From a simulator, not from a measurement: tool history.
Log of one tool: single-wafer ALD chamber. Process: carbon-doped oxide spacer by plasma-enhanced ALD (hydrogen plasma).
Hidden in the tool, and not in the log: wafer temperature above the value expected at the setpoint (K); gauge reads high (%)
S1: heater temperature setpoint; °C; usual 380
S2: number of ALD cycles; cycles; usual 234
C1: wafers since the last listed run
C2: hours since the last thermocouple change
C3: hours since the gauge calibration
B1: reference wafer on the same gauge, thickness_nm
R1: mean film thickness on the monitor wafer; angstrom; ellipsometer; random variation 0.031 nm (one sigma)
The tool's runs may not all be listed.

{"run": 1, "hour": 0.0, "S1": 380, "S2": 244, "C1": 0, "C2": 982.4, "C3": 157.5, "B1": 12.502, "R1": 128.92}
{"run": 2, "hour": 30.3, "S1": 369, "S2": 234, "C1": 33, "C2": 1012.7, "C3": 187.8, "B1": 12.502, "R1": 123.9}
{"run": 3, "hour": 55.2, "S1": 369, "S2": 234, "C1": 27, "C2": 1037.6, "C3": 212.7, "B1": 12.502, "R1": 123.14}
{"run": 4, "hour": 78.8, "S1": 369, "S2": 234, "C1": 26, "C2": 1061.2, "C3": 236.3, "B1": 12.504, "R1": 124.03}
{"run": 5, "hour": 92.9, "S1": 380, "S2": 234, "C1": 15, "C2": 1075.3, "C3": 250.4, "B1": 12.498, "R1": 123.37}
{"run": 6, "hour": 106.5, "S1": 380, "S2": 234, "C1": 15, "C2": 1088.9, "C3": 264, "B1": 12.501, "R1": 123.97}
{"run": 7, "hour": 136.2, "S1": 380, "S2": 234, "C1": 32, "C2": 1118.6, "C3": 293.7, "B1": 12.494, "R1": 124}
{"run": 8, "hour": 170.6, "S1": 380, "S2": 234, "C1": 38, "C2": 1153, "C3": 328.1, "B1": 12.505, "R1": 123.93}
{"run": 9, "hour": 198.8, "S1": 380, "S2": 246, "C1": 31, "C2": 1181.2, "C3": 356.3, "B1": 12.504, "R1": 129.95}
{"run": 10, "hour": 223.2, "S1": 371, "S2": 246, "C1": 26, "C2": 1205.6, "C3": 380.7, "B1": 12.505, "R1": 130.13}
{"run": 11, "hour": 253.8, "S1": 371, "S2": 246, "C1": 33, "C2": 1236.2, "C3": 411.3, "B1": 12.498, "R1": 130.78}
{"run": 12, "hour": 283.5, "S1": 371, "S2": 246, "C1": 32, "C2": 1265.9, "C3": 441, "B1": 12.502, "R1": 129.82}
{"run": 13, "hour": 316.9, "S1": 380, "S2": 234, "C1": 36, "C2": 1299.3, "C3": 474.4, "B1": 12.493, "R1": 123.77}
{"run": 14, "hour": 330.1, "S1": 380, "S2": 234, "C1": 14, "C2": 1312.5, "C3": 487.6, "B1": 12.504, "R1": 124}
{"hour": 384.1, "done": "thermocouple changed; heater temperature recalibrated"}
{"run": 15, "hour": 431.3, "S1": 380, "S2": 234, "C1": 102, "C2": 47.2, "C3": 588.8, "B1": 12.496, "R1": 124.23}
{"run": 16, "hour": 460.3, "S1": 380, "S2": 234, "C1": 32, "C2": 76.2, "C3": 617.8, "B1": 12.503, "R1": 123.5}
{"run": 17, "hour": 473.0, "S1": 380, "S2": 234, "C1": 14, "C2": 88.9, "C3": 630.5, "B1": 12.498, "R1": 123.49}
{"run": 18, "hour": 499.8, "S1": 380, "S2": 234, "C1": 29, "C2": 115.7, "C3": 657.3, "B1": 12.496, "R1": 123.95}
{"run": 19, "hour": 513.3, "S1": 380, "S2": 234, "C1": 14, "C2": 129.2, "C3": 670.8, "B1": 12.498, "R1": 123.44}
{"run": 20, "hour": 544.1, "S1": 380, "S2": 234, "C1": 34, "C2": 160, "C3": 701.6, "B1": 12.495, "R1": 124.28}
{"run": 21, "hour": 558.5, "S1": 385, "S2": 234, "C1": 15, "C2": 174.4, "C3": 716, "B1": 12.503, "R1": 123.84}
{"run": 22, "hour": 592.2, "S1": 386, "S2": 204, "C1": 37, "C2": 208.1, "C3": 749.7, "B1": 12.504, "R1": 107.79}
{"run": 23, "hour": 613.8, "S1": 375, "S2": 264, "C1": 23, "C2": 229.7, "C3": 771.3, "B1": 12.494, "R1": 139.2}
{"run": 24, "hour": 637.9, "S1": 380, "S2": 234, "C1": 26, "C2": 253.8, "C3": 795.4, "B1": 12.497, "R1": 123.62}
{"run": 25, "hour": 669.6, "S1": 388, "S2": 195, "C1": 35, "C2": 285.5, "C3": 827.1, "B1": 12.504, "R1": 103.53}
{"run": 26, "hour": 705.5, "S1": 380, "S2": 234, "C1": 39, "C2": 321.4, "C3": 863, "B1": 12.504, "R1": 124.09}
{"run": 27, "hour": 725.6, "S1": 395, "S2": 248, "C1": 22, "C2": 341.5, "C3": 883.1, "B1": 12.497, "R1": 131.6}
{"run": 28, "hour": 752.7, "S1": 372, "S2": 194, "C1": 29, "C2": 368.6, "C3": 910.2, "B1": 12.499, "R1": 103.06}
{"run": 29, "hour": 765.6, "S1": 380, "S2": 234, "C1": 14, "C2": 381.5, "C3": 923.1, "B1": 12.505, "R1": 123.6}
{"run": 30, "hour": 799.1, "S1": 370, "S2": 234, "C1": 37, "C2": 415, "C3": 956.6, "B1": 12.503, "R1": 124.09}
{"run": 31, "hour": 816.6, "S1": 365, "S2": 246, "C1": 19, "C2": 432.5, "C3": 974.1, "B1": 12.502, "R1": 130.29}
{"run": 32, "hour": 850.8, "S1": 368, "S2": 202, "C1": 37, "C2": 466.7, "C3": 1008.3, "B1": 12.493, "R1": 107.17}
{"run": 33, "hour": 874.5, "S1": 380, "S2": 234, "C1": 26, "C2": 490.4, "C3": 1032, "B1": 12.51, "R1": 124}
{"run": 34, "hour": 964.0, "S1": 376, "S2": 271, "C1": 98, "C2": 579.9, "C3": 1121.5, "B1": 12.5, "R1": 143.53}
{"hour": 967.4, "done": "gauge calibrated"}
{"run": 35, "hour": 992.8, "S1": 374, "S2": 271, "C1": 31, "C2": 608.7, "C3": 25.4, "B1": 12.497, "R1": 143.7}
{"run": 36, "hour": 1005.5, "S1": 371, "S2": 246, "C1": 14, "C2": 621.4, "C3": 38.1, "B1": 12.503, "R1": 130.13}
{"run": 37, "hour": 1020.7, "S1": 380, "S2": 234, "C1": 16, "C2": 636.6, "C3": 53.3, "B1": 12.502, "R1": 123.73}
{"run": 38, "hour": 1044.4, "S1": 380, "S2": 234, "C1": 26, "C2": 660.3, "C3": 77, "B1": 12.498, "R1": 123.93}
{"run": 39, "hour": 1061.7, "S1": 367, "S2": 218, "C1": 19, "C2": 677.6, "C3": 94.3, "B1": 12.502, "R1": 114.93}
{"run": 40, "hour": 1094.3, "S1": 380, "S2": 234, "C1": 36, "C2": 710.2, "C3": 126.9, "B1": 12.504, "R1": 123.14}
{"run": 41, "hour": 1123.3, "S1": 371, "S2": 246, "C1": 32, "C2": 739.2, "C3": 155.9, "B1": 12.495, "R1": 130.39}
{"run": 42, "hour": 1156.5, "S1": 369, "S2": 207, "C1": 36, "C2": 772.4, "C3": 189.1, "B1": 12.499, "R1": 109.49}
{"run": 43, "hour": 1175.2, "S1": 376, "S2": 234, "C1": 20, "C2": 791.1, "C3": 207.8, "B1": 12.497, "R1": 123.68}
{"run": 44, "hour": 1203.8, "S1": 384, "S2": 205, "C1": 31, "C2": 819.7, "C3": 236.4, "B1": 12.501, "R1": 108.91}
{"run": 45, "hour": 1238.8, "S1": 380, "S2": 234, "C1": 38, "C2": 854.7, "C3": 271.4, "B1": 12.498, "R1": 123.68}
{"run": 46, "hour": 1261.4, "S1": 394, "S2": 262, "C1": 24, "C2": 877.3, "C3": 294, "B1": 12.501, "R1": 138.14}
{"run": 47, "hour": 1294.8, "S1": 392, "S2": 266, "C1": 36, "C2": 910.7, "C3": 327.4, "B1": 12.504, "R1": 141.45}

Forecast each of these 4 alternatives for the next run:
{"run": "A", "hour": 1295.6, "S1": 390, "S2": 234, "C1": 0, "C2": 911.5, "C3": 328.2, "B1": "?", "R1": "?"}
{"run": "B", "hour": 1295.6, "S1": 374, "S2": 234, "C1": 0, "C2": 911.5, "C3": 328.2, "B1": "?", "R1": "?"}
{"run": "C", "hour": 1295.6, "S1": 372, "S2": 270, "C1": 0, "C2": 911.5, "C3": 328.2, "B1": "?", "R1": "?"}
{"run": "D", "hour": 1295.6, "S1": 380, "S2": 260, "C1": 0, "C2": 911.5, "C3": 328.2, "B1": "?", "R1": "?"}

run=A B1=12.496 R1=123.73
run=B B1=12.496 R1=123.73
run=C B1=12.496 R1=142.77
run=D B1=12.496 R1=137.48
Without the tool's hidden state the same runs would have given:
run=A R1=123.73
run=B R1=123.73
run=C R1=142.77
run=D R1=137.48
